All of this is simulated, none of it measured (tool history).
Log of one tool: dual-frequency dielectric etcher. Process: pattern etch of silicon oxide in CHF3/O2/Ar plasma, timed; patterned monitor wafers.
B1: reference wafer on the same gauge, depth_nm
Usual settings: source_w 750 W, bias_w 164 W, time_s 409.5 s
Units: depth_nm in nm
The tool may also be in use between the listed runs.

Run 1, hour 0.0: usual settings but source_w 650 W; B1 896.7. Result: depth_nm 818.8 nm.
Run 2, hour 16.5: usual settings but source_w 650 W; B1 897.1. Result: depth_nm 817.5 nm.
Run 3, hour 34.6: usual settings but time_s 495.5 s; B1 897.1. Result: depth_nm 1044.3 nm.
Run 4, hour 47.6: usual settings; B1 897.1. Result: depth_nm 864.0 nm.
At hour 67.3: gauge calibrated.
At hour 77.0: upper electrode replaced, of another model than before.
Run 5, hour 77.5: usual settings; B1 897.0. Result: depth_nm 857.3 nm.
Run 6, hour 87.0: usual settings; B1 896.4. Result: depth_nm 862.0 nm.
Run 7, hour 115.9: usual settings; B1 897.3. Result: depth_nm 846.4 nm.
Run 8, hour 139.6: usual settings; B1 897.3. Result: depth_nm 858.4 nm.
Run 9, hour 162.3: usual settings but source_w 830 W, bias_w 127 W, time_s 461.5 s; B1 897.1. Result: depth_nm 920.2 nm.
At hour 245.8: bias power generator calibrated.
At hour 255.7: wet clean of the chamber.
Run 10, hour 263.4: usual settings but bias_w 142 W, time_s 514.5 s; B1 897.5. Result: depth_nm 1047.4 nm.
Run 11, hour 291.8: usual settings but bias_w 189 W; B1 896.9. Result: depth_nm 928.0 nm.
Run 12, hour 312.7: usual settings but bias_w 129 W, time_s 479.5 s; B1 897.7. Result: depth_nm 938.0 nm.
Run 13, hour 372.2: usual settings but source_w 670 W, time_s 471.0 s; B1 898.2. Result: depth_nm 943.6 nm.
Run 14, hour 387.4: usual settings; B1 897.2. Result: depth_nm 874.9 nm.
Run 15, hour 400.2: usual settings; B1 897.0. Result: depth_nm 881.3 nm.
Run 16, hour 432.6: usual settings; B1 897.0. Result: depth_nm 867.2 nm.
Run 17, hour 457.0: usual settings but bias_w 184 W, time_s 444.0 s; B1 896.2. Result: depth_nm 987.7 nm.
Run 18, hour 483.8: usual settings but source_w 620 W, bias_w 185 W, time_s 360.5 s; B1 897.8. Result: depth_nm 715.9 nm.
Run 19, hour 502.9: usual settings but source_w 810 W, bias_w 190 W, time_s 484.0 s; B1 896.7. Result: depth_nm 1134.1 nm.
Run 20, hour 567.5: usual settings but source_w 860 W, time_s 485.5 s; B1 896.7. Result: depth_nm 1104.2 nm.
Run 21, hour 602.3: usual settings but bias_w 153 W; B1 896.9. Result: depth_nm 836.5 nm.
Run 22, hour 625.3: usual settings; B1 896.8. Result: depth_nm 859.8 nm.
Run 23, hour 646.8: usual settings; B1 897.4. Result: depth_nm 853.1 nm.
Run 24, hour 675.5: usual settings but source_w 600 W, bias_w 125 W, time_s 369.5 s; B1 897.0. Result: depth_nm 606.2 nm.
Run 25, hour 688.1: usual settings but source_w 860 W, time_s 452.0 s; B1 897.7. Result: depth_nm 1008.3 nm.
Run 26, hour 710.1: usual settings but bias_w 133 W, time_s 318.5 s; B1 897.3. Result: depth_nm 608.0 nm.
At hour 756.2: wet clean of the chamber.
Run 27, hour 756.7: usual settings but source_w 600 W, bias_w 196 W, time_s 291.5 s; B1 897.5. Result: depth_nm 589.4 nm.

Run 28 comes next. What will it give?
Run 28, hour 758.9: usual settings but source_w 600 W, bias_w 136 W, time_s 525.5 s; B1 ?. Result: depth_nm ?.

Run 28 gave B1 897.0, depth_nm 925.4 nm.
Without the tool's hidden state the same run would have given depth_nm 923.6 nm.
